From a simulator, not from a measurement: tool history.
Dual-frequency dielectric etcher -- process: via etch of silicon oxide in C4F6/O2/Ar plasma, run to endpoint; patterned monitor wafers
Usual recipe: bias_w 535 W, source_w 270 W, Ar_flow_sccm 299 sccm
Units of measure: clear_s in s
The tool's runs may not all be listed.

run	hour	bias_w	source_w	Ar_flow_sccm	incoming incoming film thickness, nm	clear_s
1	0.0	500	270	299	152.6	42.7
2	11.2	500	270	299	153.2	42.8
3	64.3	500	270	299	154.2	42.8
4	78.6	535	270	299	155.3	41.5
# hour 106.2: upper electrode replaced
5	106.7	535	270	299	155.0	42.0
6	107.0	535	270	336	156.2	42.9
7	116.8	535	270	336	154.9	42.6
8	123.5	535	270	336	155.8	42.8
9	138.5	535	270	299	156.5	41.8
# hour 149.2: bias power generator calibrated
10	149.7	591	320	347	155.3	38.5
# hour 158.7: source power generator calibrated
11	161.5	648	270	349	155.6	38.5
# hour 188.0: wet clean of the chamber
# hour 209.7: Ar flow controller replaced
12	210.7	535	270	299	153.8	41.3
13	226.9	434	330	299	155.2	43.6
14	234.6	423	210	299	153.8	50.9
15	248.1	535	270	299	155.5	41.6
16	265.9	535	270	299	154.7	41.7
17	280.0	483	210	333	154.5	48.4
18	289.5	662	220	322	154.2	40.1

Here are 3 independent what-if runs from the current tool condition. What would each one return?
A	289.9	535	270	340	156.9	?
B	289.9	535	220	299	156.9	?
C	289.9	633	270	336	156.9	?

run	clear_s
A	42.8
B	44.8
C	39.0
With the hidden condition removed and each run's random variation left untouched, the same runs would have given:
run	clear_s
A	42.8
B	44.8
C	39.0
